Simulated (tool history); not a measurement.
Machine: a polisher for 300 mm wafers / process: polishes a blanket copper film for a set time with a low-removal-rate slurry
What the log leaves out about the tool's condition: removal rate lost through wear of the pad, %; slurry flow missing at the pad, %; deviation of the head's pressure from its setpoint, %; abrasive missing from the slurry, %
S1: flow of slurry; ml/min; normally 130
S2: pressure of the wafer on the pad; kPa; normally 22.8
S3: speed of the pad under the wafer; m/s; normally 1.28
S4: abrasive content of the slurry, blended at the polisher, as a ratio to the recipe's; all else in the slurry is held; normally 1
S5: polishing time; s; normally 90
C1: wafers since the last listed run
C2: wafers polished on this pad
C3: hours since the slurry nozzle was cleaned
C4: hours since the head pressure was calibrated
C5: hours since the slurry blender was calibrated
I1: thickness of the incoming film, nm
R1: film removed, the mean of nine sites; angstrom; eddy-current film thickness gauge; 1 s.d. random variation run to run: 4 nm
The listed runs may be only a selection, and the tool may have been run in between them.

run	hour	S1	S2	S3	S4	S5	C1	C2	C3	C4	C5	I1	R1
1	0	130	22.8	1.28	1	90	0	497	60.3	245.3	26.6	1145.5	3444
2	17.3	115	22.8	1.28	0.8	90	148	646	77.6	262.6	43.9	1107.9	3173
3	23.7	115	22.8	1.28	0.8	90	55	701	84	269	50.3	1142.7	3280
4	30.3	130	22.8	1.28	1.05	90	56	758	90.6	275.6	56.9	1114.2	3578
5	45	130	22.8	1.28	1.05	90	126	884	105.3	290.3	71.6	1128.2	3467
6	83	130	22.8	1.28	1	90	326	1211	143.3	328.3	109.6	1147.3	3468
# hour 87.6: worn pad replaced by a new one
7	93.6	130	22.8	1.28	1	90	56	51	153.9	338.9	120.2	1142.5	3380
8	105.5	105	22.8	1.28	1	90	102	153	165.8	350.8	132.1	1132.6	3182
# hour 110.7: slurry blender recalibrated
9	114.3	145	22.8	1.28	1.15	90	58	212	174.6	359.6	3.6	1122.7	3517
10	128.6	145	22.8	1.28	1.15	90	123	335	188.9	373.9	17.9	1107.3	3536
11	138.3	130	22.8	1.08	1	90	83	418	198.6	383.6	27.6	1128.2	2825
12	146.6	130	22.8	1.08	1	90	71	490	206.9	391.9	35.9	1111.1	2818
13	156.8	130	22.8	1.28	1	98	87	578	217.1	402.1	46.1	1116.5	3525
14	165.4	130	22.8	1.28	1	98	74	652	225.7	410.7	54.7	1130.8	3579
15	178.9	130	22.8	1.28	1	102	116	768	239.2	424.2	68.2	1109.1	3685
16	191	130	25.5	0.86	1	90	104	872	251.3	436.3	80.3	1137	2499
# hour 197.1: head pressure recalibrated
17	198.9	130	22.8	1.1	1	90	50	923	259.2	1.8	88.2	1129.1	3103
18	204.9	130	22.8	1.28	1	90	51	974	265.2	7.8	94.2	1129.7	3636
19	213.8	130	22.8	1.28	1	90	76	1051	274.1	16.7	103.1	1114.1	3591
# hour 229.8: worn pad replaced by a new one
20	230.3	130	20.7	0.9	1.3	90	107	4	290.6	33.2	119.6	1141.9	2596
# hour 232.9: slurry nozzle cleaned
21	233.4	130	22.8	1.4	0.9	117	18	22	0.5	36.3	122.7	1119.9	5167
22	239.9	130	22.8	1.28	1	90	55	78	7	42.8	129.2	1108.2	3710
# hour 245.7: slurry blender recalibrated
23	252.2	130	22.8	1.28	1	90	88	166	19.3	55.1	6.5	1111.6	3725
24	265.7	130	22.8	1.58	1	99	116	283	32.8	68.6	20	1121.6	4949
25	272	115	22.8	1.28	1	90	54	337	39.1	74.9	26.3	1147.5	3599
26	280	130	22.8	1.28	1	90	68	406	47.1	82.9	34.3	1125.6	3711
27	294	165	14.5	1.08	1	98	120	526	61.1	96.9	48.3	1129.4	2469

Run 28, settings as shown, results not yet in. Your forecast:
28	307.3	95	20	1.28	0.85	90	114	641	74.4	110.2	61.6	1139.6	?

{"run 28": {"R1": 2936}}
The same run, on a tool lacking any hidden state, would have yielded R1 2972 angstrom.
